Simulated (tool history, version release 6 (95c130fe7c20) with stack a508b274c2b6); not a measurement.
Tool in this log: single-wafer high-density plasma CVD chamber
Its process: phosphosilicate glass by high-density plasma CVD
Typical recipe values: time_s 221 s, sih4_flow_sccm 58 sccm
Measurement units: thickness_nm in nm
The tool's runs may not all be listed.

| run | hour | time_s | sih4_flow_sccm | wafers since the last listed run | hours since the silane flow controller was replaced | hours since the gauge calibration | read-back reference wafer on the same gauge, thickness_nm | thickness_nm |
|---|---|---|---|---|---|---|---|---|
| 1 | 0 | 247 | 58 | 0 | 3243.4 | 103 | 1189.837 | 1472.749 |
| 2 | 14.5 | 247 | 58 | 146 | 3257.9 | 117.5 | 1191.196 | 1451.823 |
| 3 | 20.7 | 189 | 58 | 62 | 3264.1 | 123.7 | 1190.125 | 1116.074 |
| 4 | 30.9 | 196 | 50 | 103 | 3274.3 | 133.9 | 1189.526 | 1000.612 |
| 5 | 38 | 196 | 50 | 71 | 3281.4 | 141 | 1188.91 | 1007.207 |
| 6 | 51.2 | 221 | 58 | 133 | 3294.6 | 154.2 | 1189.476 | 1304.796 |
| 7 | 69.2 | 221 | 58 | 182 | 3312.6 | 172.2 | 1188.356 | 1311.957 |
| 8 | 77.7 | 221 | 58 | 86 | 3321.1 | 180.7 | 1189.685 | 1305.733 |
| 9 | 84.6 | 221 | 58 | 69 | 3328 | 187.6 | 1190.337 | 1303.077 |
| 10 | 98.9 | 221 | 58 | 144 | 3342.3 | 201.9 | 1189.697 | 1314.574 |
| 11 | 116.1 | 192 | 58 | 174 | 3359.5 | 219.1 | 1189.776 | 1139.158 |
| 12 | 140.2 | 192 | 58 | 243 | 3383.6 | 243.2 | 1189.524 | 1139.982 |
| 13 | 148.5 | 196 | 56 | 83 | 3391.9 | 251.5 | 1190.824 | 1129.866 |
| 14 | 160.4 | 249 | 58 | 120 | 3403.8 | 263.4 | 1188.414 | 1475.595 |
| 15 | 168.7 | 249 | 58 | 83 | 3412.1 | 271.7 | 1188.881 | 1479.537 |
| 16 | 181.4 | 249 | 58 | 128 | 3424.8 | 284.4 | 1190.233 | 1474.951 |
|  | 186.4 | gauge calibrated |
| 17 | 196.2 | 205 | 58 | 149 | 3439.6 | 9.8 | 1190.332 | 1219.652 |
| 18 | 205.9 | 205 | 58 | 98 | 3449.3 | 19.5 | 1189.762 | 1218.659 |
| 19 | 213.4 | 205 | 58 | 75 | 3456.8 | 27 | 1189.766 | 1221.175 |
| 20 | 228 | 221 | 58 | 147 | 3471.4 | 41.6 | 1188.749 | 1310.386 |
| 21 | 242.8 | 250 | 66 | 149 | 3486.2 | 56.4 | 1187.69 | 1688.92 |
|  | 260.8 | silane flow controller replaced |
| 22 | 261.3 | 203 | 65 | 106 | 0.5 | 74.9 | 1190.111 | 1360.857 |
| 23 | 273.4 | 206 | 47 | 122 | 12.6 | 87 | 1189.093 | 993.244 |
| 24 | 289.4 | 190 | 52 | 161 | 28.6 | 103 | 1190.551 | 1010.263 |
| 25 | 296 | 196 | 52 | 66 | 35.2 | 109.6 | 1190.898 | 1046.274 |
| 26 | 304.2 | 194 | 53 | 82 | 43.4 | 117.8 | 1190.323 | 1057.131 |
| 27 | 315.6 | 221 | 58 | 115 | 54.8 | 129.2 | 1189.521 | 1316.847 |
| 28 | 324.3 | 241 | 58 | 88 | 63.5 | 137.9 | 1189.922 | 1424.796 |
| 29 | 335.7 | 221 | 58 | 115 | 74.9 | 149.3 | 1190.405 | 1313.764 |
| 30 | 346.1 | 221 | 65 | 105 | 85.3 | 159.7 | 1190.541 | 1481.484 |
| 31 | 362.7 | 221 | 58 | 167 | 101.9 | 176.3 | 1188.56 | 1309.141 |
| 32 | 371 | 192 | 58 | 83 | 110.2 | 184.6 | 1189.208 | 1137.841 |
| 33 | 383.9 | 255 | 47 | 130 | 123.1 | 197.5 | 1189.331 | 1234.387 |
| 34 | 399.1 | 221 | 58 | 153 | 138.3 | 212.7 | 1188.435 | 1313.772 |
| 35 | 410.5 | 221 | 47 | 115 | 149.7 | 224.1 | 1190.984 | 1066.347 |
| 36 | 417.8 | 221 | 58 | 73 | 157 | 231.4 | 1188.055 | 1310.841 |
| 37 | 431.3 | 221 | 52 | 136 | 170.5 | 244.9 | 1190.205 | 1173.257 |
| 38 | 442.2 | 182 | 54 | 110 | 181.4 | 255.8 | 1190.482 | 1002.546 |

Consider 5 possible next runs. They are alternatives, not a sequence: every one starts from the tool as it was left by run 38. What does each give?
| A | 442.7 | 221 | 58 | 5 | 181.9 | 256.3 | ? | ? |
| B | 442.7 | 236 | 58 | 5 | 181.9 | 256.3 | ? | ? |
| C | 442.7 | 197 | 47 | 5 | 181.9 | 256.3 | ? | ? |
| D | 442.7 | 251 | 55 | 5 | 181.9 | 256.3 | ? | ? |
| E | 442.7 | 246 | 58 | 5 | 181.9 | 256.3 | ? | ? |

| run | read-back reference wafer on the same gauge, thickness_nm | thickness_nm |
|---|---|---|
| A | 1190.34 | 1318.989 |
| B | 1190.34 | 1408.513 |
| C | 1190.34 | 952.763 |
| D | 1190.34 | 1420.553 |
| E | 1190.34 | 1468.196 |
With the hidden condition removed and each run's random variation left untouched, the same runs would have given:
| run | thickness_nm |
|---|---|
| A | 1318.989 |
| B | 1408.513 |
| C | 952.763 |
| D | 1420.553 |
| E | 1468.196 |
